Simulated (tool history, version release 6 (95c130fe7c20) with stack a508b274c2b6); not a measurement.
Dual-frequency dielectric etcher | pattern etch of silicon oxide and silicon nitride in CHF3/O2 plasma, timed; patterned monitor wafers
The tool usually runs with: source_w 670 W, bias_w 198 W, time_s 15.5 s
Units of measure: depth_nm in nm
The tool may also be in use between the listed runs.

| run | hour | source_w | bias_w | time_s | wafers since the last listed run | hours since the last wet clean | hours since the last source power generator calibration | hours since the last bias power generator calibration | hours since the last upper electrode change | hours since the gauge calibration | read-back reference wafer on the same gauge, depth_nm | depth_nm |
|---|---|---|---|---|---|---|---|---|---|---|---|---|
| 1 | 0.0 | 670 | 198 | 15.5 | 0 | 368.7 | 3353.3 | 1602.8 | 3294.8 | 861.0 | 26.93 | 24.66 |
| 2 | 32.8 | 540 | 198 | 15.5 | 448 | 401.5 | 3386.1 | 1635.6 | 3327.6 | 893.8 | 26.92 | 22.55 |
|  | 53.5 | gauge calibrated |
| 3 | 56.1 | 670 | 198 | 15.5 | 318 | 424.8 | 3409.4 | 1658.9 | 3350.9 | 2.6 | 26.94 | 24.53 |
| 4 | 77.2 | 670 | 198 | 15.5 | 288 | 445.9 | 3430.5 | 1680.0 | 3372.0 | 23.7 | 26.87 | 24.66 |
| 5 | 103.1 | 670 | 198 | 15.5 | 354 | 471.8 | 3456.4 | 1705.9 | 3397.9 | 49.6 | 26.90 | 24.64 |
| 6 | 133.5 | 790 | 198 | 15.5 | 415 | 502.2 | 3486.8 | 1736.3 | 3428.3 | 80.0 | 26.89 | 26.40 |
|  | 167.5 | wet clean of the chamber |
| 7 | 168.0 | 790 | 198 | 15.5 | 143 | 0.5 | 3521.3 | 1770.8 | 3462.8 | 114.5 | 26.91 | 26.08 |
| 8 | 181.9 | 790 | 198 | 15.5 | 190 | 14.4 | 3535.2 | 1784.7 | 3476.7 | 128.4 | 26.91 | 26.04 |
| 9 | 209.8 | 670 | 198 | 15.5 | 381 | 42.3 | 3563.1 | 1812.6 | 3504.6 | 156.3 | 26.92 | 24.38 |
| 10 | 226.5 | 670 | 198 | 15.5 | 228 | 59.0 | 3579.8 | 1829.3 | 3521.3 | 173.0 | 26.91 | 24.38 |
| 11 | 244.0 | 830 | 176 | 13.0 | 239 | 76.5 | 3597.3 | 1846.8 | 3538.8 | 190.5 | 26.91 | 20.80 |
| 12 | 274.0 | 520 | 198 | 18.0 | 410 | 106.5 | 3627.3 | 1876.8 | 3568.8 | 220.5 | 26.93 | 25.53 |
| 13 | 287.1 | 670 | 174 | 15.5 | 179 | 119.6 | 3640.4 | 1889.9 | 3581.9 | 233.6 | 26.90 | 22.72 |
|  | 324.0 | upper electrode replaced, of another model than before |
| 14 | 324.5 | 790 | 198 | 15.5 | 183 | 157.0 | 3677.8 | 1927.3 | 0.5 | 271.0 | 26.86 | 27.06 |
| 15 | 342.2 | 510 | 198 | 12.0 | 242 | 174.7 | 3695.5 | 1945.0 | 18.2 | 288.7 | 26.90 | 15.44 |
| 16 | 372.0 | 670 | 198 | 15.5 | 407 | 204.5 | 3725.3 | 1974.8 | 48.0 | 318.5 | 26.92 | 24.38 |
| 17 | 395.6 | 670 | 198 | 15.5 | 322 | 228.1 | 3748.9 | 1998.4 | 71.6 | 342.1 | 26.90 | 24.53 |

What will run 18 give?
| 18 | 422.5 | 530 | 240 | 18.0 | 367 | 255.0 | 3775.8 | 2025.3 | 98.5 | 369.0 | ? | ? |

{"run 18": {"read-back reference wafer on the same gauge, depth_nm": 26.95, "depth_nm": 27.48}}
If the tool had no hidden condition, the same run with the same run-to-run variation would have returned depth_nm 27.04 nm.
